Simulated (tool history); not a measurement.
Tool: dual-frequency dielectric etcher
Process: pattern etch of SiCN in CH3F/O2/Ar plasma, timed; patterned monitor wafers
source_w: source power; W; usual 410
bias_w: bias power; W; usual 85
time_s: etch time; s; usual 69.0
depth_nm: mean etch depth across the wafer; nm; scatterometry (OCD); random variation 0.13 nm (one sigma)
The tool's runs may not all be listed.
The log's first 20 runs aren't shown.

run    hour  source_w  bias_w  time_s  read-back reference wafer on the same gauge, depth_nm  depth_nm
 21   969.9       500      94    52.0                                                  21.89     20.72
     1011.0  -- wet clean of the chamber
 22  1021.7       410      85    79.0                                                  21.90     28.33
 23  1058.0       410      85    69.0                                                  21.96     24.79
 24  1117.1       510      77    69.0                                                  21.88     25.90
 25  1149.8       320     102    56.5                                                  21.86     19.38
 26  1201.3       440      70    57.5                                                  21.92     19.95
 27  1270.8       320      72    52.5                                                  21.88     16.19
 28  1300.7       410      85    69.0                                                  21.92     24.71
 29  1349.8       410      85    69.0                                                  21.90     24.87
 30  1386.1       320      94    52.0                                                  21.90     17.47
 31  1456.7       410      85    69.0                                                  21.86     24.76

Forecast each of these 3 alternatives for the next run:
  A  1457.1       410      85    69.0                                                      ?         ?
  B  1457.1       490      85    69.0                                                      ?         ?
  C  1457.1       410      85    59.5                                                      ?         ?

run  read-back reference wafer on the same gauge, depth_nm  depth_nm
  A                                                  21.91     24.59
  B                                                  21.91     26.41
  C                                                  21.91     21.21
Without the tool's hidden state the same runs would have given:
run  depth_nm
  A     24.59
  B     26.41
  C     21.21
